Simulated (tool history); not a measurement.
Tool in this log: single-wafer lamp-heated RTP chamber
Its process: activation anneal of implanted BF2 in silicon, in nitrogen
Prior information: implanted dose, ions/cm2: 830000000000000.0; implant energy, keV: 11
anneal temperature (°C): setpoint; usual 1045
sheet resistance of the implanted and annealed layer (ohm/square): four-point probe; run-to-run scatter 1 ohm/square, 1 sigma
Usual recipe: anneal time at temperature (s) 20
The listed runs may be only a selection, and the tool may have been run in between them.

run   hour  anneal temperature (°C)  anneal time at temperature (s)  read-back reference wafer on the same gauge, sheet resistance  sheet resistance of the implanted and annealed layer (ohm/square)
  1      0                     1057                              20                                                         166.14                                                             171.31
  2   14.3                     1045                              20                                                         165.76                                                             179.95
  3   27.7                     1045                              20                                                         166.18                                                             180.06
  4     36                     1045                              20                                                         166.17                                                             179.78
  5   46.5                     1059                              20                                                         166.19                                                              166.3
  6   61.5                     1059                              20                                                         165.83                                                             167.83
  7   68.7                     1059                              20                                                         166.05                                                             166.03
  8   86.1                     1045                              20                                                         165.89                                                             180.11
  9  103.3                     1045                              20                                                         165.81                                                             177.99
 10  118.2                     1045                              20                                                         165.87                                                             180.09
 11  134.5                     1045                              20                                                         166.05                                                             176.77
     135.4  -- gauge calibrated
 12  144.7                     1045                              20                                                         165.94                                                             177.81
 13  158.8                     1045                              20                                                         166.18                                                             176.83
 14  170.6                     1030                              13                                                         166.23                                                             204.56
 15    181                     1045                              11                                                         165.82                                                             194.81
 16  195.8                     1019                              24                                                         166.19                                                              196.9
 17  211.5                     1045                              20                                                         166.19                                                             177.58
 18  222.4                     1065                              25                                                         166.01                                                             157.92
 19  231.5                     1058                              14                                                         166.15                                                             175.35
 20  238.9                     1029                              23                                                          165.9                                                             188.58
 21  248.4                     1034                               9                                                          165.8                                                             212.11
 22  259.3                     1045                              20                                                         166.13                                                             179.14
 23  269.3                     1036                              30                                                         165.98                                                             177.18
 24  288.5                     1045                              20                                                         165.88                                                             177.36
 25    319                     1030                              13                                                         166.46                                                             204.74
     335.4  -- reflector plate cleaned
 26  335.9                     1045                              20                                                          165.9                                                             183.17
 27  338.2                     1072                              17                                                         166.07                                                             167.43
     348.5  -- pyrometer window cleaned and pyrometer calibrated
 28    356                     1045                              13                                                         165.89                                                             195.51
 29    362                     1034                              14                                                         165.95                                                             202.96
 30  377.6                     1020                              13                                                         165.95                                                             229.08
 31  430.6                     1025                              29                                                         166.06                                                              192.3
 32  446.1                     1045                              10                                                         165.96                                                             201.34
 33    461                     1045                              20                                                         165.66                                                             183.97
 34  473.8                     1045                              20                                                         166.01                                                             182.91
 35  489.4                     1033                              31                                                         165.91                                                              181.9
 36  505.8                     1057                              28                                                         165.94                                                             164.38

Here are 5 independent what-if runs from the current tool condition. What would each one return?
  A  506.2                     1045                              24                                                              ?                                                                  ?
  B  506.2                     1022                              27                                                              ?                                                                  ?
  C  506.2                     1056                              24                                                              ?                                                                  ?
  D  506.2                     1045                              12                                                              ?                                                                  ?
  E  506.2                     1024                              27                                                              ?                                                                  ?

run  read-back reference wafer on the same gauge, sheet resistance  sheet resistance of the implanted and annealed layer (ohm/square)
  A                                                         166.04                                                             178.88
  B                                                         166.04                                                             196.13
  C                                                         166.04                                                             169.75
  D                                                         166.04                                                             196.33
  E                                                         166.04                                                              194.1
Stripped of hidden state, with their random variation kept, the same runs would have yielded:
run  sheet resistance of the implanted and annealed layer (ohm/square)
  A                                                             180.15
  B                                                             197.73
  C                                                                171
  D                                                             198.03
  E                                                             195.63
